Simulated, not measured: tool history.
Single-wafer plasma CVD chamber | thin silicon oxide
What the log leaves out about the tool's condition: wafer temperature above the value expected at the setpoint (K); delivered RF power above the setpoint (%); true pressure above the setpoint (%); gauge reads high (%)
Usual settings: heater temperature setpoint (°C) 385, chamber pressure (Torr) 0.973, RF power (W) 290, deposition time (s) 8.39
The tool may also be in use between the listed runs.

| run | hour | heater temperature setpoint (°C) | chamber pressure (Torr) | RF power (W) | deposition time (s) | wafers since the last listed run | hours since the last thermocouple change | hours since the last RF generator calibration | hours since the last manometer calibration | hours since the showerhead was replaced | hours since the gauge calibration | read-back reference wafer on the same gauge, thickness_nm | mean film thickness on the monitor wafer (nm) |
|---|---|---|---|---|---|---|---|---|---|---|---|---|---|
| 1 | 0 | 385 | 0.973 | 290 | 8.39 | 0 | 1364 | 776.3 | 1907.8 | 5867.7 | 1486.2 | 19.696 | 19.433 |
| 2 | 44.7 | 385 | 0.973 | 290 | 8.39 | 961 | 1408.7 | 821 | 1952.5 | 5912.4 | 1530.9 | 19.708 | 19.502 |
| 3 | 81.4 | 385 | 0.973 | 290 | 8.39 | 789 | 1445.4 | 857.7 | 1989.2 | 5949.1 | 1567.6 | 19.715 | 19.392 |
| 4 | 114.7 | 385 | 0.973 | 290 | 8.39 | 716 | 1478.7 | 891 | 2022.5 | 5982.4 | 1600.9 | 19.723 | 19.52 |
| 5 | 140.2 | 385 | 0.973 | 290 | 8.39 | 548 | 1504.2 | 916.5 | 2048 | 6007.9 | 1626.4 | 19.697 | 19.436 |
| 6 | 196.2 | 385 | 0.973 | 290 | 8.39 | 1204 | 1560.2 | 972.5 | 2104 | 6063.9 | 1682.4 | 19.697 | 19.571 |
| 7 | 243.7 | 385 | 0.973 | 290 | 8.39 | 1021 | 1607.7 | 1020 | 2151.5 | 6111.4 | 1729.9 | 19.694 | 19.634 |
| 8 | 272.9 | 385 | 0.973 | 290 | 8.39 | 628 | 1636.9 | 1049.2 | 2180.7 | 6140.6 | 1759.1 | 19.692 | 19.607 |
|  | 288.1 | gauge calibrated |
| 9 | 321.6 | 385 | 0.973 | 290 | 8.39 | 1047 | 1685.6 | 1097.9 | 2229.4 | 6189.3 | 33.5 | 19.719 | 19.596 |
|  | 329.7 | capacitance manometer re-zeroed and calibrated |
| 10 | 371.4 | 385 | 0.973 | 290 | 8.39 | 899 | 1735.4 | 1147.7 | 41.7 | 6239.1 | 83.3 | 19.689 | 18.325 |
| 11 | 416.6 | 385 | 0.973 | 290 | 8.39 | 972 | 1780.6 | 1192.9 | 86.9 | 6284.3 | 128.5 | 19.692 | 18.342 |
| 12 | 446.5 | 385 | 0.973 | 290 | 8.39 | 643 | 1810.5 | 1222.8 | 116.8 | 6314.2 | 158.4 | 19.71 | 18.366 |
|  | 519.7 | showerhead replaced, of another model than before |
| 13 | 520.2 | 385 | 0.973 | 290 | 8.39 | 1413 | 1884.2 | 1296.5 | 190.5 | 0.5 | 232.1 | 19.676 | 18.471 |
| 14 | 560.4 | 378 | 1.108 | 265 | 9.41 | 864 | 1924.4 | 1336.7 | 230.7 | 40.7 | 272.3 | 19.717 | 22.008 |
| 15 | 586.8 | 385 | 0.973 | 290 | 7.66 | 567 | 1950.8 | 1363.1 | 257.1 | 67.1 | 298.7 | 19.711 | 16.827 |
| 16 | 634.6 | 381 | 1.151 | 290 | 7.13 | 1028 | 1998.6 | 1410.9 | 304.9 | 114.9 | 346.5 | 19.692 | 17.263 |
| 17 | 681.6 | 392 | 0.973 | 290 | 8.39 | 1011 | 2045.6 | 1457.9 | 351.9 | 161.9 | 393.5 | 19.703 | 18.501 |
|  | 712 | RF generator calibrated |
| 18 | 746.9 | 385 | 0.973 | 290 | 8.39 | 1232 | 2110.9 | 34.9 | 417.2 | 227.2 | 458.8 | 19.696 | 18.436 |
| 19 | 794.8 | 392 | 0.973 | 290 | 6.87 | 1030 | 2158.8 | 82.8 | 465.1 | 275.1 | 506.7 | 19.712 | 15.123 |
|  | 845.1 | thermocouple changed; heater temperature recalibrated |
| 20 | 845.6 | 385 | 0.973 | 265 | 8.39 | 920 | 0.5 | 133.6 | 515.9 | 325.9 | 557.5 | 19.686 | 18.263 |

The next listed run, before its measurement:
| 21 | 903.5 | 385 | 1.074 | 290 | 8.39 | 1245 | 58.4 | 191.5 | 573.8 | 383.8 | 615.4 | ? | ? |

{"run 21": {"read-back reference wafer on the same gauge, thickness_nm": 19.689, "mean film thickness on the monitor wafer (nm)": 19.453}}
If the tool had no hidden condition, the same run with the same run-to-run variation would have returned mean film thickness on the monitor wafer (nm) 19.499.

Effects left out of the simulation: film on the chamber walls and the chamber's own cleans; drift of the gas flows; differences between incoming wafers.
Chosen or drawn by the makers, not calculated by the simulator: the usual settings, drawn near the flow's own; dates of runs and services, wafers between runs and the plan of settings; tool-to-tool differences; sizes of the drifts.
